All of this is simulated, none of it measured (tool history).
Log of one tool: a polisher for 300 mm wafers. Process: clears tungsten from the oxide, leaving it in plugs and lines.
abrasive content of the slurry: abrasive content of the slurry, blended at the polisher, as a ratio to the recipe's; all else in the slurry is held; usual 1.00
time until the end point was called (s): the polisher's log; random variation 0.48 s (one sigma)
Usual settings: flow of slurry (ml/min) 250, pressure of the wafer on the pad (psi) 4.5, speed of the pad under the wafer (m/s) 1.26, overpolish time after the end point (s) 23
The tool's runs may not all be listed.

run    hour  flow of slurry (ml/min)  pressure of the wafer on the pad (psi)  speed of the pad under the wafer (m/s)  abrasive content of the slurry  overpolish time after the end point (s)  wafers since the last listed run  wafers polished on this pad  hours since the slurry nozzle was cleaned  hours since the head pressure was calibrated  hours since the slurry blender was calibrated  hours since the slurry got fresh peroxide  incoming thickness of the incoming film, nm  time until the end point was called (s)
  1     0.0                      250                                     4.5                                    1.04                            1.00                                       23                                 0                          784                                      413.5                                         352.4                                          159.8                                      225.1                                        263.9                                     39.4
  2    50.6                      250                                     4.5                                    1.26                            1.00                                       23                               747                         1531                                      464.1                                         403.0                                          210.4                                      275.7                                        261.9                                     33.3
  3   156.0                      250                                     4.5                                    1.26                            1.00                                       23                              1556                         3087                                      569.5                                         508.4                                          315.8                                      381.1                                        260.3                                     33.4
      196.8  -- head pressure recalibrated
  4   221.5                      250                                     4.5                                    1.26                            1.00                                       23                               937                         4025                                      635.0                                          24.7                                          381.3                                      446.6                                        258.1                                     33.3
      241.0  -- slurry tank refilled with fresh slurry and peroxide
  5   274.8                      250                                     4.5                                    1.26                            1.00                                       23                               772                         4797                                      688.3                                          78.0                                          434.6                                       33.8                                        260.9                                     33.5
  6   344.2                      250                                     4.5                                    1.26                            1.00                                       23                              1024                         5821                                      757.7                                         147.4                                          504.0                                      103.2                                        260.3                                     33.7
  7   393.2                      250                                     4.5                                    1.26                            1.00                                       23                               723                         6545                                      806.7                                         196.4                                          553.0                                      152.2                                        261.6                                     33.4
      400.5  -- slurry blender recalibrated
  8   450.4                      250                                     4.5                                    1.26                            1.00                                       23                               814                         7360                                      863.9                                         253.6                                           49.9                                      209.4                                        263.1                                     34.8
      461.5  -- worn pad replaced by a new one
      466.2  -- slurry nozzle cleaned
  9   493.6                      250                                     4.5                                    1.26                            1.00                                       23                               563                          458                                       27.4                                         296.8                                           93.1                                      252.6                                        256.2                                     32.6
 10   583.1                      220                                     4.5                                    1.26                            0.85                                       30                              1321                         1780                                      116.9                                         386.3                                          182.6                                      342.1                                        261.1                                     36.3
 11   647.6                      250                                     4.5                                    1.54                            1.00                                       23                               952                         2732                                      181.4                                         450.8                                          247.1                                      406.6                                        257.5                                     27.8
      694.8  -- head pressure recalibrated
 12   736.1                      290                                     4.5                                    0.98                            1.20                                       16                              1277                         4009                                      269.9                                          41.3                                          335.6                                      495.1                                        258.0                                     38.7
      749.3  -- slurry tank refilled with fresh slurry and peroxide
 13   797.3                      320                                     4.1                                    1.12                            1.00                                       11                               888                         4898                                      331.1                                         102.5                                          396.8                                       48.0                                        257.4                                     37.3
      844.5  -- slurry blender recalibrated
 14   872.3                      250                                     4.5                                    1.26                            1.00                                       23                              1077                         5975                                      406.1                                         177.5                                           27.8                                      123.0                                        257.4                                     33.3
 15   936.4                      250                                     4.5                                    1.26                            0.85                                       23                               946                         6922                                      470.2                                         241.6                                           91.9                                      187.1                                        260.0                                     35.3
      948.7  -- worn pad replaced by a new one
 16  1025.6                      250                                     4.5                                    1.46                            1.10                                       18                              1257                         1134                                      559.4                                         330.8                                          181.1                                      276.3                                        260.7                                     28.3
 17  1125.2                      310                                     5.2                                    1.26                            0.90                                       23                              1470                         2605                                      659.0                                         430.4                                          280.7                                      375.9                                        264.7                                     31.1
     1205.4  -- slurry nozzle cleaned
     1208.4  -- head pressure recalibrated
 18  1225.5                      250                                     5.3                                    1.26                            1.25                                       29                              1436                         4041                                       20.1                                          17.1                                          381.0                                      476.2                                        259.1                                     27.8
     1273.2  -- slurry blender recalibrated
     1305.6  -- slurry tank refilled with fresh slurry and peroxide
 19  1332.4                      250                                     4.5                                    1.26                            1.00                                       36                              1533                         5575                                      127.0                                         124.0                                           59.2                                       26.8                                        264.0                                     33.6
 20  1431.9                      170                                     4.5                                    1.26                            1.15                                       15                              1468                         7044                                      226.5                                         223.5                                          158.7                                      126.3                                        264.4                                     33.3
     1481.0  -- worn pad replaced by a new one
 21  1519.8                      250                                     5.1                                    1.50                            1.15                                       36                              1238                          573                                      314.4                                         311.4                                          246.6                                      214.2                                        255.3                                     24.8
 22  1579.4                      300                                     4.5                                    1.26                            1.00                                       23                               879                         1453                                      374.0                                         371.0                                          306.2                                      273.8                                        262.5                                     33.7
 23  1615.8                      250                                     4.5                                    1.26                            1.00                                       32                               537                         1990                                      410.4                                         407.4                                          342.6                                      310.2                                        260.2                                     33.5
 24  1711.9                      290                                     4.5                                    0.98                            1.20                                       16                              1418                         3409                                      506.5                                         503.5                                          438.7                                      406.3                                        258.4                                     37.5
     1774.8  -- slurry blender recalibrated
     1780.1  -- head pressure recalibrated
     1793.0  -- slurry tank refilled with fresh slurry and peroxide
 25  1809.2                      250                                     4.5                                    1.44                            1.00                                       34                              1362                         4772                                      603.8                                          29.1                                           34.4                                       16.2                                        257.4                                     29.3
 26  1880.8                      250                                     4.5                                    1.26                            1.00                                       23                              1057                         5829                                      675.4                                         100.7                                          106.0                                       87.8                                        260.6                                     33.8

4 ways to go on from here, each from the tool as it stands after run 26. What would each give?
  A  1881.2                      250                                     4.5                                    1.26                            1.15                                       23                                 5                         5835                                      675.8                                         101.1                                          106.4                                       88.2                                        263.6                                        ?
  B  1881.2                      250                                     4.5                                    1.06                            1.00                                       31                                 5                         5835                                      675.8                                         101.1                                          106.4                                       88.2                                        263.6                                        ?
  C  1881.2                      250                                     5.0                                    1.26                            1.00                                       23                                 5                         5835                                      675.8                                         101.1                                          106.4                                       88.2                                        263.6                                        ?
  D  1881.2                      250                                     5.2                                    1.26                            1.00                                       23                                 5                         5835                                      675.8                                         101.1                                          106.4                                       88.2                                        263.6                                        ?

run  time until the end point was called (s)
  A                                     32.9
  B                                     39.8
  C                                     32.0
  D                                     31.1
Without the tool's hidden state the same runs would have given:
run  time until the end point was called (s)
  A                                     32.9
  B                                     39.8
  C                                     32.0
  D                                     31.1
